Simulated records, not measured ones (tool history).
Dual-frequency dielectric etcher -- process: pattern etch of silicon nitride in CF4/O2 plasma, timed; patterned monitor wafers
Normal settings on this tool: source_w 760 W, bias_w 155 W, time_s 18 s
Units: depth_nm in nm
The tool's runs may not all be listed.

| run | day | source_w | bias_w | time_s | read-back reference wafer on the same gauge, depth_nm | depth_nm |
|---|---|---|---|---|---|---|
| 1 | 0 | 760 | 132 | 18 | 46.8 | 50.6 |
| 2 | 1.725 | 760 | 132 | 18 | 46.8 | 50.5 |
| 3 | 2.767 | 760 | 132 | 18 | 46.8 | 50.7 |
| 4 | 5.521 | 760 | 155 | 18 | 46.6 | 53.5 |
| 5 | 7.717 | 760 | 155 | 18 | 46.5 | 53.2 |
| 6 | 10.388 | 760 | 155 | 18 | 46.4 | 53.6 |
| 7 | 12.271 | 760 | 155 | 18 | 46.4 | 53.4 |
| 8 | 13.625 | 760 | 155 | 18 | 46.3 | 53.5 |
| 9 | 21.262 | 760 | 155 | 18 | 46.2 | 53.6 |
|  | 22.479 | bias power generator calibrated |
|  | 23.217 | wet clean of the chamber |
| 10 | 24.254 | 760 | 155 | 18 | 46 | 53 |
| 11 | 25.825 | 760 | 155 | 18 | 46.1 | 52.5 |
| 12 | 28.271 | 760 | 155 | 18 | 46 | 52.5 |
|  | 30.958 | upper electrode replaced |
| 13 | 30.979 | 760 | 155 | 18 | 46 | 52.4 |
| 14 | 32.829 | 760 | 155 | 18 | 45.9 | 52.7 |
| 15 | 35.662 | 760 | 155 | 18 | 46 | 53 |
| 16 | 37.45 | 760 | 136 | 18 | 45.9 | 50.5 |
| 17 | 39.592 | 640 | 183 | 14 | 46 | 37.8 |
| 18 | 41.438 | 850 | 124 | 21.5 | 46 | 64.5 |
|  | 42.05 | gauge calibrated |
| 19 | 43.771 | 600 | 130 | 14 | 48 | 33.2 |
| 20 | 46.317 | 760 | 155 | 18 | 47.8 | 54.5 |
|  | 48.238 | source power generator calibrated |
| 21 | 48.783 | 630 | 175 | 23.5 | 47.4 | 63 |
|  | 50.925 | wet clean of the chamber |
| 22 | 50.946 | 610 | 155 | 22.5 | 47.2 | 56.4 |
| 23 | 51.758 | 620 | 118 | 22 | 47.1 | 50.8 |
| 24 | 53.6 | 930 | 128 | 23 | 47 | 75.7 |
| 25 | 54.633 | 760 | 155 | 18 | 46.9 | 53.3 |
| 26 | 56.388 | 760 | 155 | 18 | 46.8 | 52.9 |
| 27 | 57.917 | 690 | 155 | 18 | 46.5 | 49.2 |
| 28 | 59.604 | 760 | 144 | 19.5 | 46.5 | 56.7 |
| 29 | 61.654 | 760 | 155 | 18 | 46.4 | 53.6 |
| 30 | 66.588 | 630 | 138 | 18 | 46.1 | 43.3 |
| 31 | 68.346 | 600 | 169 | 18 | 46 | 44.8 |

Alternative continuations, all from the tool just after run 31; predict every row:
| A | 68.362 | 760 | 182 | 18 | ? | ? |
| B | 68.362 | 630 | 187 | 18 | ? | ? |
| C | 68.362 | 670 | 131 | 21.5 | ? | ? |

| run | read-back reference wafer on the same gauge, depth_nm | depth_nm |
|---|---|---|
| A | 46 | 55.9 |
| B | 46 | 48.1 |
| C | 46 | 53 |
What these runs would have given with no unlogged condition in the tool:
| run | depth_nm |
|---|---|
| A | 58.6 |
| B | 50.5 |
| C | 55.6 |

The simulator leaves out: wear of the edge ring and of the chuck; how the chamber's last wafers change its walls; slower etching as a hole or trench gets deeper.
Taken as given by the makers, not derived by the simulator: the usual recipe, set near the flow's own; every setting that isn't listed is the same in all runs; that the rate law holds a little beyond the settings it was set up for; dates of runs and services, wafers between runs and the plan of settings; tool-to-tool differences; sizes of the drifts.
